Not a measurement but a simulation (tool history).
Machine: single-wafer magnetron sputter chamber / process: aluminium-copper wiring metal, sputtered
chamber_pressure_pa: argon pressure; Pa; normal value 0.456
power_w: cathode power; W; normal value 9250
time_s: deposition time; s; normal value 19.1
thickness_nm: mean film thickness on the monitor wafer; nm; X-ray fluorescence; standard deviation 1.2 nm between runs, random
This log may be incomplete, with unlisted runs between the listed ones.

run   hour  chamber_pressure_pa  power_w  time_s  wafers since the last listed run  wafers on the sputter target  hours since the last manometer calibration  hours since the magnet pack was replaced  hours since the gauge calibration  read-back reference wafer on the same gauge, thickness_nm  thickness_nm
  1      0                0.456     9250    19.1                                 0                          1603                                      2713.5                                    3937.6                              102.5                                                    269.079       279.792
  2   29.7                0.456     9250    19.1                              1072                          2675                                      2743.2                                    3967.3                              132.2                                                    269.026       278.787
      54.7  -- sputter target and shields replaced
  3   55.2                0.456     9250    19.1                               631                            18                                      2768.7                                    3992.8                              157.7                                                    269.029        278.15
  4   82.7                0.456     9250    19.1                               992                          1011                                      2796.2                                    4020.3                              185.2                                                    269.111       278.422
  5     97                0.456     9250    19.1                               516                          1527                                      2810.5                                    4034.6                              199.5                                                    268.846       278.714
       105  -- gauge calibrated
     119.2  -- magnet pack replaced
  6  129.5                0.456     9250    19.1                               884                          2411                                        2843                                      10.3                               24.5                                                    268.903        276.93
     142.3  -- sputter target and shields replaced
  7  146.8                0.456     9250    19.1                               335                           163                                      2860.3                                      27.6                               41.8                                                    269.073       277.743
  8  167.3                0.351     9250    19.1                               739                           903                                      2880.8                                      48.1                               62.3                                                    269.013        296.65
  9  182.7                0.386     9250    20.4                               555                          1459                                      2896.2                                      63.5                               77.7                                                    269.062       306.712
     198.1  -- capacitance manometer re-zeroed and calibrated
 10  201.9                0.563     7300    16.5                               404                          1863                                         3.8                                      82.7                               96.9                                                    268.952       190.144
       232  -- sputter target and shields replaced
 11  232.5                0.456     9250    22.6                               815                            17                                        34.4                                     113.3                              127.5                                                     268.81         328.3
 12  263.3                0.456     9250    19.1                              1111                          1129                                        65.2                                     144.1                              158.3                                                    269.043       277.401
 13  277.6                0.456    10400    19.1                               516                          1645                                        79.5                                     158.4                              172.6                                                    269.018       299.763
 14  300.3                0.456     9250    19.1                               819                          2465                                       102.2                                     181.1                              195.3                                                    268.925       276.993

Entry by entry between the runs, the difference in hidden state between the last listed run before and the first listed run after:
In the gap between runs 2 and 3: sputter target and shields replaced (hour 54.7)
  both runs share identical hidden conditions
In the gap between runs 5 and 6: gauge calibrated (hour 105); magnet pack replaced (hour 119.2)
  both runs share identical hidden conditions
In the gap between runs 6 and 7: sputter target and shields replaced (hour 142.3)
  both runs share identical hidden conditions
In the gap between runs 9 and 10: capacitance manometer re-zeroed and calibrated (hour 198.1)
  both runs share identical hidden conditions
In the gap between runs 10 and 11: sputter target and shields replaced (hour 232)
  both runs share identical hidden conditions
